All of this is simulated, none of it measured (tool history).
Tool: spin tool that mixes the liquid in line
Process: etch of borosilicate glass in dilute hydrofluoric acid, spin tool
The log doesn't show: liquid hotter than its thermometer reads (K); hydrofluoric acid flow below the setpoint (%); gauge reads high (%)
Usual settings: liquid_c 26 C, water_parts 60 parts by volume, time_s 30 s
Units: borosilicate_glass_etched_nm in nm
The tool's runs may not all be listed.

run    hour  liquid_c  water_parts  time_s  wafers since the last listed run  hours since the thermometer was replaced  hours since the hydrofluoric acid flow meter was replaced  hours since the gauge calibration  read-back film thickness of the borosilicate glass reference wafer, read on the same gauge (nm)  borosilicate_glass_etched_nm
  1       0        28           60      30                                 0                                    2214.5                                                     1098.3                             1342.1                                                                                           119.99                         19.52
  2    66.5        28           60      30                              1001                                      2281                                                     1164.8                             1408.6                                                                                           120.01                         19.46
  3   117.9        26           60      30                               773                                    2332.4                                                     1216.2                               1460                                                                                           120.02                         18.13
  4   178.3        26           60      35                               909                                    2392.8                                                     1276.6                             1520.4                                                                                              120                         20.84
  5   235.6      23.5           60      30                               862                                    2450.1                                                     1333.9                             1577.7                                                                                           120.02                         16.45
  6   270.8      23.5           60      30                               529                                    2485.3                                                     1369.1                             1612.9                                                                                              120                         16.23
  7   310.3        26           60      30                               594                                    2524.8                                                     1408.6                             1652.4                                                                                              120                          18.1
  8   352.1        26           60      30                               629                                    2566.6                                                     1450.4                             1694.2                                                                                           120.01                         18.06
  9   399.6        26           60      30                               715                                    2614.1                                                     1497.9                             1741.7                                                                                           119.98                         18.13
 10   553.2        26           60      30                              2312                                    2767.7                                                     1651.5                             1895.3                                                                                              120                         17.97
 11   578.1        26           60      30                               374                                    2792.6                                                     1676.4                             1920.2                                                                                              120                         18.45
 12     619        27           60      30                               615                                    2833.5                                                     1717.3                             1961.1                                                                                           119.99                         18.94
      635.6  -- gauge calibrated
 13   665.4        27           60      30                               698                                    2879.9                                                     1763.7                               29.8                                                                                              120                         18.79
 14   693.1        27           60      30                               417                                    2907.6                                                     1791.4                               57.5                                                                                              120                         18.77
      737.3  -- thermometer replaced
 15   738.2        26           60      30                               663                                       0.9                                                     1836.5                              102.6                                                                                              120                         16.44
 16   799.4      28.5           75      15                               921                                      62.1                                                     1897.7                              163.8                                                                                              120                          7.06
 17   858.9        26           40      25                               895                                     121.6                                                     1957.2                              223.3                                                                                           120.01                         21.16
 18   895.1        26           60      40                               545                                     157.8                                                     1993.4                              259.5                                                                                           120.01                         21.85
 19   924.1        26           60      45                               436                                     186.8                                                     2022.4                              288.5                                                                                           119.97                         24.55
      972.4  -- hydrofluoric acid flow meter replaced
 20   986.5      23.5           70      45                               924                                     249.2                                                       14.1                              350.9                                                                                              120                         19.73
 21  1020.3        26           60      30                               508                                       283                                                       47.9                              384.7                                                                                           120.01                            17
 22  1064.9        26           60      30                               671                                     327.6                                                       92.5                              429.3                                                                                           120.03                         17.16
 23  1124.9        28           70      20                               903                                     387.6                                                      152.5                              489.3                                                                                           119.99                         10.36
 24  1195.4        26           60      30                              1061                                     458.1                                                        223                              559.8                                                                                              120                         17.37
 25  1348.6        22           60      30                              2306                                     611.3                                                      376.2                                713                                                                                              120                         14.55
 26  1418.1        28           60      30                              1046                                     680.8                                                      445.7                              782.5                                                                                           120.01                         18.75
 27  1459.3        28           60      30                               620                                       722                                                      486.9                              823.7                                                                                           119.98                          18.7
 28  1483.6        22           60      50                               365                                     746.3                                                      511.2                                848                                                                                              120                         24.46
 29  1518.1      24.5           60      25                               519                                     780.8                                                      545.7                              882.5                                                                                              120                         13.49
 30  1562.5        26           60      20                               668                                     825.2                                                      590.1                              926.9                                                                                           119.99                         11.45
 31  1587.4        26           85      40                               374                                     850.1                                                        615                              951.8                                                                                           120.01                         15.68

Measured less the same run without the tool's hidden state. The same run-to-run variation is in both; the gauge's scatter may not be:
run  borosilicate_glass_etched_nm
  1                         +1.13
  2                         +1.14
  3                         +1.11
  4                         +1.29
  5                         +1.07
  6                         +1.07
  7                         +1.16
  8                         +1.17
  9                         +1.19
 10                         +1.21
 11                         +1.26
 12                         +1.29
 13                         +1.29
 14                          +1.3
 15                         -0.61
 16                         -0.26
 17                         -0.71
 18                         -0.75
 19                         -0.83
 20                         +0.19
 21                         +0.17
 22                         +0.18
 23                         +0.11
 24                         +0.23
 25                         +0.24
 26                          +0.3
 27                         +0.31
 28                         +0.46
 29                         +0.26
 30                         +0.22
 31                         +0.29

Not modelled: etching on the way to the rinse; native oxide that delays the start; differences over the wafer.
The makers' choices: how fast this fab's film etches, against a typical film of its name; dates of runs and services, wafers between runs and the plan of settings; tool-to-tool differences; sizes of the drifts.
